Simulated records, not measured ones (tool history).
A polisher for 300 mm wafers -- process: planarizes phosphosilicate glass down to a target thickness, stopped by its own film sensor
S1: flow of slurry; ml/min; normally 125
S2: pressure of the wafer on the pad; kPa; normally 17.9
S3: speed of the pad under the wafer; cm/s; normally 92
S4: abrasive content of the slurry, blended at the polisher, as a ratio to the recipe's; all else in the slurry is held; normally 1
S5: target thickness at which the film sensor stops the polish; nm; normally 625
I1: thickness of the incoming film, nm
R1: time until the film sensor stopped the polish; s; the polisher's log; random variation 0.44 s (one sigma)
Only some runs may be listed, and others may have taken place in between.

run	hour	S1	S2	S3	S4	S5	I1	R1
1	0	125	17.9	92	1	625	957.1	53.6
2	65.4	125	17.9	92	1	625	972.6	57.1
# hour 70.7: worn pad replaced by a new one
# hour 94.5: head pressure recalibrated
3	165.1	125	17.9	92	1	625	981.7	52.5
# hour 179.8: slurry blender recalibrated
# hour 192.7: slurry nozzle cleaned
4	225.9	125	17.9	92	1	625	973.4	50.7
5	279.6	125	17.9	92	1	625	972.6	52.1
6	378.6	125	17.9	110	1	625	966.4	44.3
# hour 398: conditioning disc replaced and pad reconditioned
7	447.5	125	22.8	92	1.2	557	955.5	45.2
8	505.3	165	17.9	106	1.2	661	970.9	39
9	590.3	85	17.9	110	1	737	976.2	36.1
# hour 646: worn pad replaced by a new one
# hour 647.5: slurry blender recalibrated
10	657.4	125	17.9	114	0.75	625	982.3	48.4
# hour 672.8: head pressure recalibrated
# hour 696.5: slurry nozzle cleaned
11	753.5	125	17.9	92	1	588	970	56.6
12	853.1	160	20.7	112	1	671	977.9	32.2
13	937.6	125	17.9	102	1	691	966.1	37.7
# hour 956.6: conditioning disc replaced and pad reconditioned
14	974	125	17.9	92	1	625	965.2	50.9
15	1056.2	125	17.9	92	1.15	515	979.2	66.4
# hour 1116: slurry blender recalibrated
# hour 1166.2: worn pad replaced by a new one
16	1166.7	125	17.9	92	1	563	971	59
# hour 1189.8: slurry nozzle cleaned
# hour 1238.9: head pressure recalibrated
17	1435.1	125	17.9	92	1	625	970.6	51.9
# hour 1494.1: conditioning disc replaced and pad reconditioned
18	1515.5	170	17.9	70	1	568	991.5	75.7
19	1570.1	125	17.9	92	1	625	974.7	53.7
20	1607.4	110	17.9	76	1	625	969	63.6

Run 21, settings as shown, results not yet in. Your forecast:
# hour 1662.2: slurry blender recalibrated
21	1714.8	125	17.9	92	1	625	963.8	?

R1: 53.5 s
Without the tool's hidden state the same run would have given R1 48.7 s.
